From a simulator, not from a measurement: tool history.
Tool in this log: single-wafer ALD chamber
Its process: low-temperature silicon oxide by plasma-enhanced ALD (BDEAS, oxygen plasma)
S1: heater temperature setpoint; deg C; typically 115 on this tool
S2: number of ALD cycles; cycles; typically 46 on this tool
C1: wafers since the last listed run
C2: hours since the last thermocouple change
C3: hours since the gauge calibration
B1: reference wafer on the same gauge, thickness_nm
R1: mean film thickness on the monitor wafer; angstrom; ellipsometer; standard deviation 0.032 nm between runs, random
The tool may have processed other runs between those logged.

run,day,S1,S2,C1,C2,C3,B1,R1
1,0.000,115,46,0,130.8,624.9,5.381,62.72
2,3.188,115,46,518,207.3,701.4,5.386,62.64
3,6.292,115,46,504,281.8,775.9,5.393,62.17
4,9.250,122,46,480,352.8,846.9,5.401,61.43
5,11.321,122,46,336,402.5,896.6,5.386,61.14
6,13.396,104,46,337,452.3,946.4,5.388,63.43
7,17.558,115,46,676,552.2,1046.3,5.386,62.49
8,20.512,115,46,480,623.1,1117.2,5.387,62.88
9,23.733,115,46,523,700.4,1194.5,5.389,62.13
10,25.629,115,46,308,745.9,1240.0,5.381,62.20
11,28.204,107,46,418,807.7,1301.8,5.391,63.32
12,31.996,115,46,616,898.7,1392.8,5.394,62.53
13,34.075,115,41,337,948.6,1442.7,5.386,55.53
# day 35.617: gauge calibrated
14,36.508,115,46,395,1007.0,21.4,5.379,62.82
15,47.038,105,49,1711,1259.7,274.1,5.402,68.13
16,49.954,125,38,474,1329.7,344.1,5.396,50.36
# day 53.196: thermocouple changed; heater temperature recalibrated
17,53.217,115,46,476,0.5,422.4,5.387,61.96
18,57.138,109,49,637,94.6,516.5,5.382,66.63
19,59.450,120,52,375,150.1,572.0,5.386,69.17
20,63.604,115,46,675,249.8,671.7,5.389,61.54
21,66.554,128,50,479,320.6,742.5,5.387,66.31
22,68.062,120,52,245,356.8,778.7,5.396,70.61
23,70.283,115,39,361,410.1,832.0,5.396,52.84
24,74.142,115,46,627,502.7,924.6,5.394,61.99
25,81.875,102,42,1257,688.3,1110.2,5.394,58.04

Forecast each of these 3 alternatives for the next run:
A,81.896,115,46,3,688.8,1110.7,?,?
B,81.896,102,52,3,688.8,1110.7,?,?
C,81.896,128,40,3,688.8,1110.7,?,?

run,B1,R1
A,5.387,62.29
B,5.387,72.24
C,5.387,52.76
Without the tool's hidden state the same runs would have given:
run,R1
A,62.29
B,72.24
C,52.76
